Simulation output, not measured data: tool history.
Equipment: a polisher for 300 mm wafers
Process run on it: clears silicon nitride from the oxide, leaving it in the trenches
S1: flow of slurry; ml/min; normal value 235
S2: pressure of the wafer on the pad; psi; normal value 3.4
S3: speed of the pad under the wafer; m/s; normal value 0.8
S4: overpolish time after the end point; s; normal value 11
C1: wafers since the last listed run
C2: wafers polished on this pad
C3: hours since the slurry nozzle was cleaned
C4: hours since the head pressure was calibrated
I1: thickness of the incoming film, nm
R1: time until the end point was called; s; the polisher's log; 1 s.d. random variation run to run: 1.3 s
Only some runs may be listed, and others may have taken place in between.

Run 1, hour 0: usual settings; C1 0; C2 530; C3 140.1; C4 613.3; I1 96.9. Result: R1 121.3 s.
Run 2, hour 31.5: usual settings; C1 256; C2 787; C3 171.6; C4 644.8; I1 96.7. Result: R1 122.3 s.
At hour 52.5: head pressure recalibrated.
At hour 71.6: slurry nozzle cleaned.
Run 3, hour 114.4: usual settings; C1 651; C2 1438; C3 42.8; C4 61.9; I1 94.1. Result: R1 130.4 s.
Run 4, hour 143.8: usual settings; C1 239; C2 1678; C3 72.2; C4 91.3; I1 93.8. Result: R1 127.2 s.
Run 5, hour 172.5: usual settings; C1 233; C2 1912; C3 100.9; C4 120; I1 95.8. Result: R1 126 s.
Run 6, hour 187: usual settings; C1 118; C2 2030; C3 115.4; C4 134.5; I1 95.4. Result: R1 128 s.
At hour 197.4: worn pad replaced by a new one.
Run 7, hour 220: usual settings; C1 236; C2 184; C3 148.4; C4 167.5; I1 94.7. Result: R1 120.8 s.
Run 8, hour 243.3: usual settings; C1 189; C2 374; C3 171.7; C4 190.8; I1 95.8. Result: R1 123.8 s.
Run 9, hour 269.8: usual settings; C1 216; C2 590; C3 198.2; C4 217.3; I1 95.3. Result: R1 123.2 s.
Run 10, hour 284.6: usual settings; C1 120; C2 710; C3 213; C4 232.1; I1 94. Result: R1 123.1 s.
At hour 328.8: slurry nozzle cleaned.
Run 11, hour 376.4: usual settings but S3 0.94 m/s; C1 740; C2 1450; C3 47.6; C4 323.9; I1 96. Result: R1 104.7 s.
Run 12, hour 407.9: usual settings but S3 0.94 m/s; C1 256; C2 1707; C3 79.1; C4 355.4; I1 96.2. Result: R1 105.2 s.
Run 13, hour 449.4: usual settings; C1 338; C2 2045; C3 120.6; C4 396.9; I1 93.8. Result: R1 120.2 s.
At hour 459.6: worn pad replaced by a new one.
Run 14, hour 484.8: usual settings but S3 0.98 m/s; C1 255; C2 205; C3 156; C4 432.3; I1 95.8. Result: R1 96.5 s.
Run 15, hour 531.9: usual settings but S3 0.98 m/s; C1 383; C2 589; C3 203.1; C4 479.4; I1 94. Result: R1 95.7 s.
Run 16, hour 564: usual settings but S3 0.98 m/s; C1 261; C2 851; C3 235.2; C4 511.5; I1 94.2. Result: R1 96.9 s.
At hour 571.2: slurry nozzle cleaned.
Run 17, hour 582.2: usual settings; C1 140; C2 991; C3 11; C4 529.7; I1 95.2. Result: R1 119.1 s.
Run 18, hour 614: usual settings; C1 259; C2 1250; C3 42.8; C4 561.5; I1 94.6. Result: R1 119.5 s.
Run 19, hour 635.9: usual settings; C1 178; C2 1429; C3 64.7; C4 583.4; I1 95.4. Result: R1 119.6 s.
Run 20, hour 661.3: usual settings but S1 280 ml/min, S3 0.54 m/s; C1 207; C2 1636; C3 90.1; C4 608.8; I1 95.1. Result: R1 175.6 s.
At hour 679.6: head pressure recalibrated.
Run 21, hour 689.3: usual settings but S2 2.8 psi, S4 8 s; C1 211; C2 1848; C3 118.1; C4 9.7; I1 95.3. Result: R1 160.4 s.
At hour 696.6: worn pad replaced by a new one.
Run 22, hour 719.9: usual settings but S4 6 s; C1 216; C2 190; C3 148.7; C4 40.3; I1 94. Result: R1 126.3 s.
Run 23, hour 755.6: usual settings but S2 3.7 psi, S4 9 s; C1 291; C2 481; C3 184.4; C4 76; I1 96.1. Result: R1 119.3 s.
Run 24, hour 772.5: usual settings but S1 195 ml/min, S2 2.5 psi, S3 0.58 m/s; C1 137; C2 618; C3 201.3; C4 92.9; I1 96.7. Result: R1 247.5 s.
Run 25, hour 806.8: usual settings but S1 215 ml/min, S4 13 s; C1 279; C2 898; C3 235.6; C4 127.2; I1 93.5. Result: R1 124.1 s.
At hour 828.8: slurry nozzle cleaned.
Run 26, hour 839.4: usual settings but S3 1.04 m/s; C1 257; C2 1156; C3 10.6; C4 159.8; I1 95. Result: R1 95.3 s.
Run 27, hour 870.8: usual settings; C1 255; C2 1412; C3 42; C4 191.2; I1 94.8. Result: R1 125.5 s.
Run 28, hour 882.9: usual settings but S1 200 ml/min, S2 4.1 psi, S3 0.92 m/s, S4 7 s; C1 98; C2 1510; C3 54.1; C4 203.3; I1 94.4. Result: R1 90.8 s.
Run 29, hour 908.6: usual settings but S2 2.7 psi, S3 0.54 m/s, S4 4 s; C1 209; C2 1720; C3 79.8; C4 229; I1 94.6. Result: R1 230.2 s.
At hour 915.2: worn pad replaced by a new one.
Run 30, hour 925.3: usual settings but S1 260 ml/min; C1 103; C2 82; C3 96.5; C4 245.7; I1 95.4. Result: R1 119.3 s.
Run 31, hour 943.3: usual settings but S3 0.92 m/s; C1 146; C2 229; C3 114.5; C4 263.7; I1 95.9. Result: R1 104.8 s.
Run 32, hour 962.9: usual settings but S1 315 ml/min, S2 4.4 psi, S3 0.72 m/s; C1 159; C2 389; C3 134.1; C4 283.3; I1 95. Result: R1 101.7 s.
Run 33, hour 990.4: usual settings but S2 4.1 psi; C1 224; C2 613; C3 161.6; C4 310.8; I1 95.5. Result: R1 99.2 s.
Run 34, hour 1020: usual settings but S3 0.68 m/s; C1 241; C2 854; C3 191.2; C4 340.4; I1 96.6. Result: R1 143 s.
Run 35, hour 1040.4: usual settings but S1 200 ml/min, S2 4.1 psi, S3 0.92 m/s, S4 7 s; C1 166; C2 1020; C3 211.6; C4 360.8; I1 95.9. Result: R1 88.8 s.
At hour 1061.4: slurry nozzle cleaned.
Run 36, hour 1065.5: usual settings but S1 305 ml/min, S3 0.72 m/s; C1 196; C2 1217; C3 4.1; C4 385.9; I1 94.8. Result: R1 128.5 s.

Forecast each of these 5 alternatives for the next run:
Run A, hour 1066: usual settings but S2 2.7 psi; C1 4; C2 1221; C3 4.6; C4 386.4; I1 94.8. Result: R1 ?.
Run B, hour 1066: usual settings but S1 275 ml/min, S2 3.1 psi, S3 0.52 m/s; C1 4; C2 1221; C3 4.6; C4 386.4; I1 94.8. Result: R1 ?.
Run C, hour 1066: usual settings but S1 275 ml/min, S2 4 psi; C1 4; C2 1221; C3 4.6; C4 386.4; I1 94.8. Result: R1 ?.
Run D, hour 1066: usual settings but S2 2.4 psi, S3 0.62 m/s, S4 18 s; C1 4; C2 1221; C3 4.6; C4 386.4; I1 94.8. Result: R1 ?.
Run E, hour 1066: usual settings but S1 195 ml/min; C1 4; C2 1221; C3 4.6; C4 386.4; I1 94.8. Result: R1 ?.

run     R1
  A  153.4
  B  203.5
  C  102.7
  D  222.4
  E  123.7
Had the tool no hidden state, the same runs would have come out as:
run     R1
  A  162.1
  B  215.1
  C  108.6
  D    235
  E  130.7
